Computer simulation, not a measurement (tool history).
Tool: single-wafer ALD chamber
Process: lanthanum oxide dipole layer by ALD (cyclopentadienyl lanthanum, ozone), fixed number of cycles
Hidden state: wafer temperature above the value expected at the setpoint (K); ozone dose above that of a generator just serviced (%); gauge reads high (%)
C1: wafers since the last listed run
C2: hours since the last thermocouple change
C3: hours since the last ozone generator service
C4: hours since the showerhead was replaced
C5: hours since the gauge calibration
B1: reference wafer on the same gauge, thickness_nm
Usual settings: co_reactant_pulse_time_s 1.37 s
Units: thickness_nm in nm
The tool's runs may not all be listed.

Run 1, hour 0: usual settings; C1 0; C2 2360; C3 484.5; C4 3722; C5 104.3; B1 0.429. Result: thickness_nm 0.478 nm.
Run 2, hour 12.5: usual settings; C1 284; C2 2372.5; C3 497; C4 3734.5; C5 116.8; B1 0.429. Result: thickness_nm 0.478 nm.
Run 3, hour 19.8: usual settings; C1 166; C2 2379.8; C3 504.3; C4 3741.8; C5 124.1; B1 0.429. Result: thickness_nm 0.478 nm.
Run 4, hour 33.2: usual settings; C1 304; C2 2393.2; C3 517.7; C4 3755.2; C5 137.5; B1 0.429. Result: thickness_nm 0.476 nm.
Run 5, hour 48.1: usual settings; C1 338; C2 2408.1; C3 532.6; C4 3770.1; C5 152.4; B1 0.429. Result: thickness_nm 0.475 nm.
Run 6, hour 60.7: usual settings; C1 286; C2 2420.7; C3 545.2; C4 3782.7; C5 165; B1 0.429. Result: thickness_nm 0.473 nm.
Run 7, hour 71.9: usual settings; C1 254; C2 2431.9; C3 556.4; C4 3793.9; C5 176.2; B1 0.429. Result: thickness_nm 0.476 nm.
At hour 84.8: thermocouple changed; heater temperature recalibrated.
At hour 87.1: showerhead replaced.
Run 8, hour 87.6: usual settings but co_reactant_pulse_time_s 1.79 s; C1 124; C2 2.8; C3 572.1; C4 0.5; C5 191.9; B1 0.429. Result: thickness_nm 0.502 nm.
Run 9, hour 88.5: usual settings but co_reactant_pulse_time_s 1.79 s; C1 20; C2 3.7; C3 573; C4 1.4; C5 192.8; B1 0.429. Result: thickness_nm 0.502 nm.
Run 10, hour 103.5: usual settings but co_reactant_pulse_time_s 1.79 s; C1 341; C2 18.7; C3 588; C4 16.4; C5 207.8; B1 0.429. Result: thickness_nm 0.5 nm.
Run 11, hour 145.4: usual settings; C1 953; C2 60.6; C3 629.9; C4 58.3; C5 249.7; B1 0.429. Result: thickness_nm 0.471 nm.
Run 12, hour 152.6: usual settings but co_reactant_pulse_time_s 0.93 s; C1 163; C2 67.8; C3 637.1; C4 65.5; C5 256.9; B1 0.429. Result: thickness_nm 0.41 nm.
Run 13, hour 161.9: usual settings but co_reactant_pulse_time_s 0.99 s; C1 211; C2 77.1; C3 646.4; C4 74.8; C5 266.2; B1 0.429. Result: thickness_nm 0.421 nm.
Run 14, hour 171.3: usual settings; C1 213; C2 86.5; C3 655.8; C4 84.2; C5 275.6; B1 0.429. Result: thickness_nm 0.469 nm.
At hour 174: gauge calibrated.
Run 15, hour 179.7: usual settings but co_reactant_pulse_time_s 1.77 s; C1 191; C2 94.9; C3 664.2; C4 92.6; C5 5.7; B1 0.429. Result: thickness_nm 0.5 nm.
At hour 188.7: ozone generator serviced.
Run 16, hour 189.2: usual settings but co_reactant_pulse_time_s 1.82 s; C1 34; C2 104.4; C3 0.5; C4 102.1; C5 15.2; B1 0.429. Result: thickness_nm 0.517 nm.
Run 17, hour 194.7: usual settings but co_reactant_pulse_time_s 1.61 s; C1 125; C2 109.9; C3 6; C4 107.6; C5 20.7; B1 0.429. Result: thickness_nm 0.508 nm.
Run 18, hour 208: usual settings; C1 302; C2 123.2; C3 19.3; C4 120.9; C5 34; B1 0.429. Result: thickness_nm 0.496 nm.
Run 19, hour 214.7: usual settings but co_reactant_pulse_time_s 1.85 s; C1 152; C2 129.9; C3 26; C4 127.6; C5 40.7; B1 0.429. Result: thickness_nm 0.52 nm.
Run 20, hour 229.5: usual settings but co_reactant_pulse_time_s 1.89 s; C1 336; C2 144.7; C3 40.8; C4 142.4; C5 55.5; B1 0.429. Result: thickness_nm 0.517 nm.
Run 21, hour 237.9: usual settings; C1 191; C2 153.1; C3 49.2; C4 150.8; C5 63.9; B1 0.429. Result: thickness_nm 0.494 nm.
Run 22, hour 245.4: usual settings but co_reactant_pulse_time_s 1.57 s; C1 170; C2 160.6; C3 56.7; C4 158.3; C5 71.4; B1 0.429. Result: thickness_nm 0.508 nm.
Run 23, hour 258.9: usual settings but co_reactant_pulse_time_s 1.65 s; C1 307; C2 174.1; C3 70.2; C4 171.8; C5 84.9; B1 0.429. Result: thickness_nm 0.51 nm.
Run 24, hour 274: usual settings but co_reactant_pulse_time_s 1.9 s; C1 343; C2 189.2; C3 85.3; C4 186.9; C5 100; B1 0.429. Result: thickness_nm 0.519 nm.

5 ways to go on from here, each from the tool as it stands after run 24. What would each give?
Run A, hour 274.4: usual settings; C1 9; C2 189.6; C3 85.7; C4 187.3; C5 100.4; B1 ?. Result: thickness_nm ?.
Run B, hour 274.4: usual settings but co_reactant_pulse_time_s 1.87 s; C1 9; C2 189.6; C3 85.7; C4 187.3; C5 100.4; B1 ?. Result: thickness_nm ?.
Run C, hour 274.4: usual settings but co_reactant_pulse_time_s 1.19 s; C1 9; C2 189.6; C3 85.7; C4 187.3; C5 100.4; B1 ?. Result: thickness_nm ?.
Run D, hour 274.4: usual settings but co_reactant_pulse_time_s 1.71 s; C1 9; C2 189.6; C3 85.7; C4 187.3; C5 100.4; B1 ?. Result: thickness_nm ?.
Run E, hour 274.4: usual settings but co_reactant_pulse_time_s 1.72 s; C1 9; C2 189.6; C3 85.7; C4 187.3; C5 100.4; B1 ?. Result: thickness_nm ?.

run     B1  thickness_nm
  A  0.429         0.495
  B  0.429         0.518
  C  0.429         0.479
  D  0.429         0.513
  E  0.429         0.513
Without the tool's hidden state the same runs would have given:
run  thickness_nm
  A         0.498
  B          0.52
  C         0.483
  D         0.515
  E         0.516
